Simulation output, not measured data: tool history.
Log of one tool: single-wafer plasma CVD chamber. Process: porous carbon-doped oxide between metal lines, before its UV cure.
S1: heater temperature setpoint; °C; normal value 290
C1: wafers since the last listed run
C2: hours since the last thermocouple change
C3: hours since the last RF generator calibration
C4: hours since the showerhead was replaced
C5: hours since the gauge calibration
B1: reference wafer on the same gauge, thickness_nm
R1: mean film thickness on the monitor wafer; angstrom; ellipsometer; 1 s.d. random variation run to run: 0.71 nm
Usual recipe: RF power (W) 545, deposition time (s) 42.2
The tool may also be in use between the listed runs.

Run 1, hour 0.0: usual settings but RF power (W) 575; C1 0; C2 2794.8; C3 626.0; C4 6791.5; C5 55.0; B1 248.750. Result: R1 2487.24 angstrom.
Run 2, hour 59.4: usual settings; C1 1244; C2 2854.2; C3 685.4; C4 6850.9; C5 114.4; B1 248.986. Result: R1 2402.25 angstrom.
Run 3, hour 126.7: usual settings; C1 1409; C2 2921.5; C3 752.7; C4 6918.2; C5 181.7; B1 249.020. Result: R1 2393.74 angstrom.
Run 4, hour 187.2: usual settings; C1 1267; C2 2982.0; C3 813.2; C4 6978.7; C5 242.2; B1 248.725. Result: R1 2379.80 angstrom.
Run 5, hour 252.5: usual settings; C1 1367; C2 3047.3; C3 878.5; C4 7044.0; C5 307.5; B1 248.919. Result: R1 2375.15 angstrom.
At hour 376.2: RF generator calibrated.
Run 6, hour 433.1: usual settings; C1 3614; C2 3227.9; C3 56.9; C4 7224.6; C5 488.1; B1 249.196. Result: R1 2434.45 angstrom.
At hour 451.3: showerhead replaced.
At hour 486.1: gauge calibrated.
At hour 486.3: thermocouple changed; heater temperature recalibrated.
Run 7, hour 502.8: usual settings; C1 1124; C2 16.5; C3 126.6; C4 51.5; C5 16.7; B1 248.983. Result: R1 2318.47 angstrom.
Run 8, hour 651.1: usual settings but S1 282 °C; C1 3105; C2 164.8; C3 274.9; C4 199.8; C5 165.0; B1 248.967. Result: R1 2481.16 angstrom.
Run 9, hour 712.5: usual settings; C1 1285; C2 226.2; C3 336.3; C4 261.2; C5 226.4; B1 248.883. Result: R1 2331.84 angstrom.
Run 10, hour 778.7: usual settings but deposition time (s) 39.6; C1 1386; C2 292.4; C3 402.5; C4 327.4; C5 292.6; B1 249.189. Result: R1 2204.89 angstrom.
Run 11, hour 820.5: usual settings but S1 283 °C, RF power (W) 610, deposition time (s) 50.6; C1 875; C2 334.2; C3 444.3; C4 369.2; C5 334.4; B1 249.196. Result: R1 3150.34 angstrom.
Run 12, hour 865.9: usual settings but S1 283 °C, RF power (W) 610, deposition time (s) 50.6; C1 950; C2 379.6; C3 489.7; C4 414.6; C5 379.8; B1 249.352. Result: R1 3152.22 angstrom.
Run 13, hour 911.8: usual settings but S1 283 °C, RF power (W) 490, deposition time (s) 46.5; C1 961; C2 425.5; C3 535.6; C4 460.5; C5 425.7; B1 248.876. Result: R1 2516.71 angstrom.
Run 14, hour 940.2: usual settings but S1 284 °C, deposition time (s) 37.0; C1 594; C2 453.9; C3 564.0; C4 488.9; C5 454.1; B1 249.353. Result: R1 2144.20 angstrom.
Run 15, hour 1009.4: usual settings but RF power (W) 490, deposition time (s) 44.6; C1 1449; C2 523.1; C3 633.2; C4 558.1; C5 523.3; B1 249.016. Result: R1 2293.54 angstrom.
Run 16, hour 1074.6: usual settings; C1 1365; C2 588.3; C3 698.4; C4 623.3; C5 588.5; B1 249.245. Result: R1 2342.00 angstrom.

4 options for the next run, each taken on its own from the tool as it stands now. Forecast them:
Run A, hour 1075.0: usual settings; C1 8; C2 588.7; C3 698.8; C4 623.7; C5 588.9; B1 ?. Result: R1 ?.
Run B, hour 1075.0: usual settings but S1 285 °C, RF power (W) 470, deposition time (s) 39.9; C1 8; C2 588.7; C3 698.8; C4 623.7; C5 588.9; B1 ?. Result: R1 ?.
Run C, hour 1075.0: usual settings but S1 297 °C, RF power (W) 645; C1 8; C2 588.7; C3 698.8; C4 623.7; C5 588.9; B1 ?. Result: R1 ?.
Run D, hour 1075.0: usual settings but S1 282 °C, RF power (W) 640, deposition time (s) 38.2; C1 8; C2 588.7; C3 698.8; C4 623.7; C5 588.9; B1 ?. Result: R1 ?.

run       B1       R1
  A  249.059  2331.46
  B  249.059  2074.71
  C  249.059  2477.02
  D  249.059  2485.18
Without the tool's unlogged condition, the same runs would have read:
run       R1
  A  2322.73
  B  2066.60
  C  2469.50
  D  2472.86

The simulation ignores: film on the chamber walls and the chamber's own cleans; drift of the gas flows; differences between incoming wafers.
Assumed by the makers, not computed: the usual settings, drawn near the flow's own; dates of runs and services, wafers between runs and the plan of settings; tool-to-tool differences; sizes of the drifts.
